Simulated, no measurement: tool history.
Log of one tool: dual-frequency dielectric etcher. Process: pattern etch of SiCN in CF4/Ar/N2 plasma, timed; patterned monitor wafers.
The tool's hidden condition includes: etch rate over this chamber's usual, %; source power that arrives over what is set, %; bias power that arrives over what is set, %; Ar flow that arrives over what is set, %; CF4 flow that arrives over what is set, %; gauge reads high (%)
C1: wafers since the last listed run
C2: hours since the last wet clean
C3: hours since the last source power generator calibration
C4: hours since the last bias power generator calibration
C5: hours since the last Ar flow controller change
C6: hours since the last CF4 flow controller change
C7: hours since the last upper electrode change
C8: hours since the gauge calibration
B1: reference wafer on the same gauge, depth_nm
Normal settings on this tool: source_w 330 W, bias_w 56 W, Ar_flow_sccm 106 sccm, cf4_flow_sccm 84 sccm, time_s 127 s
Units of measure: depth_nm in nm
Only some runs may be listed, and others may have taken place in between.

run 1 hour=0 | source_w=330 bias_w=56 Ar_flow_sccm=106 cf4_flow_sccm=84 time_s=127 | C1=0 C2=90.3 C3=1410.1 C4=4418.7 C5=2017.4 C6=50.4 C7=4024.8 C8=889.7 | B1=85.6 | depth_nm=72
run 2 hour=44.1 | source_w=330 bias_w=56 Ar_flow_sccm=106 cf4_flow_sccm=84 time_s=127 | C1=420 C2=134.4 C3=1454.2 C4=4462.8 C5=2061.5 C6=94.5 C7=4068.9 C8=933.8 | B1=85.6 | depth_nm=71.9
run 3 hour=106.9 | source_w=330 bias_w=56 Ar_flow_sccm=86 cf4_flow_sccm=84 time_s=127 | C1=598 C2=197.2 C3=1517 C4=4525.6 C5=2124.3 C6=157.3 C7=4131.7 C8=996.6 | B1=85.6 | depth_nm=73.2
-- hour=110.2 gauge calibrated
run 4 hour=162.2 | source_w=300 bias_w=56 Ar_flow_sccm=115 cf4_flow_sccm=72 time_s=137.5 | C1=526 C2=252.5 C3=1572.3 C4=4580.9 C5=2179.6 C6=212.6 C7=4187 C8=52 | B1=85.6 | depth_nm=69.3
run 5 hour=186.4 | source_w=330 bias_w=56 Ar_flow_sccm=106 cf4_flow_sccm=84 time_s=127 | C1=230 C2=276.7 C3=1596.5 C4=4605.1 C5=2203.8 C6=236.8 C7=4211.2 C8=76.2 | B1=85.6 | depth_nm=71.9
-- hour=218.1 source power generator calibrated
-- hour=221.3 Ar flow controller replaced
run 6 hour=221.8 | source_w=290 bias_w=46 Ar_flow_sccm=106 cf4_flow_sccm=68 time_s=127 | C1=269 C2=312.1 C3=3.7 C4=4640.5 C5=0.5 C6=272.2 C7=4246.6 C8=111.6 | B1=85.7 | depth_nm=59.4
-- hour=280.5 upper electrode replaced
run 7 hour=287.8 | source_w=330 bias_w=56 Ar_flow_sccm=106 cf4_flow_sccm=84 time_s=91 | C1=400 C2=378.1 C3=69.7 C4=4706.5 C5=66.5 C6=338.2 C7=7.3 C8=177.6 | B1=85.6 | depth_nm=51.6
-- hour=341.4 bias power generator calibrated
run 8 hour=346.5 | source_w=330 bias_w=46 Ar_flow_sccm=132 cf4_flow_sccm=70 time_s=127 | C1=520 C2=436.8 C3=128.4 C4=5.1 C5=125.2 C6=396.9 C7=66 C8=236.3 | B1=85.6 | depth_nm=65.1
run 9 hour=391.9 | source_w=330 bias_w=56 Ar_flow_sccm=106 cf4_flow_sccm=84 time_s=127 | C1=432 C2=482.2 C3=173.8 C4=50.5 C5=170.6 C6=442.3 C7=111.4 C8=281.7 | B1=85.6 | depth_nm=71.8
-- hour=451.4 wet clean of the chamber
run 10 hour=451.9 | source_w=330 bias_w=56 Ar_flow_sccm=106 cf4_flow_sccm=84 time_s=127 | C1=342 C2=0.5 C3=233.8 C4=110.5 C5=230.6 C6=502.3 C7=171.4 C8=341.7 | B1=85.6 | depth_nm=71.9
run 11 hour=479.3 | source_w=330 bias_w=56 Ar_flow_sccm=106 cf4_flow_sccm=84 time_s=127 | C1=260 C2=27.9 C3=261.2 C4=137.9 C5=258 C6=529.7 C7=198.8 C8=369.1 | B1=85.5 | depth_nm=72.2
run 12 hour=545.2 | source_w=330 bias_w=56 Ar_flow_sccm=106 cf4_flow_sccm=84 time_s=127 | C1=627 C2=93.8 C3=327.1 C4=203.8 C5=323.9 C6=595.6 C7=264.7 C8=435 | B1=85.6 | depth_nm=71.9
run 13 hour=598.1 | source_w=330 bias_w=56 Ar_flow_sccm=106 cf4_flow_sccm=84 time_s=127 | C1=503 C2=146.7 C3=380 C4=256.7 C5=376.8 C6=648.5 C7=317.6 C8=487.9 | B1=85.6 | depth_nm=72.1
run 14 hour=622.3 | source_w=330 bias_w=56 Ar_flow_sccm=106 cf4_flow_sccm=105 time_s=127 | C1=230 C2=170.9 C3=404.2 C4=280.9 C5=401 C6=672.7 C7=341.8 C8=512.1 | B1=85.6 | depth_nm=74.7
run 15 hour=690.2 | source_w=280 bias_w=68 Ar_flow_sccm=118 cf4_flow_sccm=84 time_s=112 | C1=646 C2=238.8 C3=472.1 C4=348.8 C5=468.9 C6=740.6 C7=409.7 C8=580 | B1=85.6 | depth_nm=57.1
run 16 hour=759.7 | source_w=330 bias_w=56 Ar_flow_sccm=106 cf4_flow_sccm=84 time_s=127 | C1=661 C2=308.3 C3=541.6 C4=418.3 C5=538.4 C6=810.1 C7=479.2 C8=649.5 | B1=85.6 | depth_nm=72.1
run 17 hour=822 | source_w=330 bias_w=68 Ar_flow_sccm=106 cf4_flow_sccm=93 time_s=127 | C1=593 C2=370.6 C3=603.9 C4=480.6 C5=600.7 C6=872.4 C7=541.5 C8=711.8 | B1=85.6 | depth_nm=76.3
run 18 hour=863.9 | source_w=300 bias_w=52 Ar_flow_sccm=106 cf4_flow_sccm=84 time_s=127 | C1=399 C2=412.5 C3=645.8 C4=522.5 C5=642.6 C6=914.3 C7=583.4 C8=753.7 | B1=85.6 | depth_nm=65
run 19 hour=888.9 | source_w=370 bias_w=56 Ar_flow_sccm=106 cf4_flow_sccm=84 time_s=144.5 | C1=238 C2=437.5 C3=670.8 C4=547.5 C5=667.6 C6=939.3 C7=608.4 C8=778.7 | B1=85.6 | depth_nm=89.9
run 20 hour=949.5 | source_w=330 bias_w=56 Ar_flow_sccm=106 cf4_flow_sccm=84 time_s=127 | C1=577 C2=498.1 C3=731.4 C4=608.1 C5=728.2 C6=999.9 C7=669 C8=839.3 | B1=85.6 | depth_nm=71.9

Forecast run 21:
run 21 hour=1016.3 | source_w=330 bias_w=56 Ar_flow_sccm=106 cf4_flow_sccm=89 time_s=127 | C1=636 C2=564.9 C3=798.2 C4=674.9 C5=795 C6=1066.7 C7=735.8 C8=906.1 | B1=? | depth_nm=?

B1: 85.6
depth_nm: 72.9 nm
Were there no unlogged condition in the tool, this run, its random variation unchanged, would have produced depth_nm 72.9 nm.

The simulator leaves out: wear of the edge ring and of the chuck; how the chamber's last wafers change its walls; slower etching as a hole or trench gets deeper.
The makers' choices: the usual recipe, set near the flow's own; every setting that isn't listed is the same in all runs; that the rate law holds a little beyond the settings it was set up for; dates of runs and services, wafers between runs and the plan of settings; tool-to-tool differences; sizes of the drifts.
